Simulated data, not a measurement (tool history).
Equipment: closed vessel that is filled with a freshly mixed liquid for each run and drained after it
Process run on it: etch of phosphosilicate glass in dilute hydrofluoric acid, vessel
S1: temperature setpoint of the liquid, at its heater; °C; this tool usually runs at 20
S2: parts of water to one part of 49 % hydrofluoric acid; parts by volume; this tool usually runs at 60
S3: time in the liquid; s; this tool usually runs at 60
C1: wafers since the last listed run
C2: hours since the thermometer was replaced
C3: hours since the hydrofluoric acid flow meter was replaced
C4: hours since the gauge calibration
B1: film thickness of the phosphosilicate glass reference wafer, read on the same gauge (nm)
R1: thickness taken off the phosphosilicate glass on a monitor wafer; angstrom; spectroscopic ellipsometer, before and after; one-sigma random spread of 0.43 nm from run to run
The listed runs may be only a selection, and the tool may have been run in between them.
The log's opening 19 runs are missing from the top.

run	hour	S1	S2	S3	C1	C2	C3	C4	B1	R1
20	466.4	20	60	60	1953	196.8	171.6	1100.3	30.01	584
21	480.9	20	60	90	1409	211.3	186.1	1114.8	29.99	889
# hour 505.5: gauge calibrated
22	510.1	20	60	60	2838	240.5	215.3	4.6	30.01	581.5
23	543.6	18.5	75	60	3255	274	248.8	38.1	30.01	431.1
24	577.7	22.5	40	60	3314	308.1	282.9	72.2	29.98	996.7
25	601.5	20	60	60	2313	331.9	306.7	96	30.02	585.9
26	617.7	17	60	40	1574	348.1	322.9	112.2	29.96	342.4
27	649.9	20	60	60	3129	380.3	355.1	144.4	30.01	580.4
28	676.1	23	60	75	2546	406.5	381.3	170.6	29.97	827.2
29	710.4	17	60	60	3333	440.8	415.6	204.9	29.96	511.1
30	728.5	20	40	60	1759	458.9	433.7	223	29.98	891.5
31	763.7	24.5	60	30	3421	494.1	468.9	258.2	29.97	344.7

5 options for the next run, each taken on its own from the tool as it stands now. Forecast them:
A	764.4	20	75	60	68	494.8	469.6	258.9	?	?
B	764.4	24.5	60	50	68	494.8	469.6	258.9	?	?
C	764.4	17	85	60	68	494.8	469.6	258.9	?	?
D	764.4	20	60	95	68	494.8	469.6	258.9	?	?
E	764.4	22	60	80	68	494.8	469.6	258.9	?	?

run	B1	R1
A	30	457.2
B	30	584.7
C	30	351.2
D	30	920.4
E	30	843.4
Had the tool no hidden state, the same runs would have come out as:
run	R1
A	478.7
B	611.5
C	368.1
D	964.4
E	883
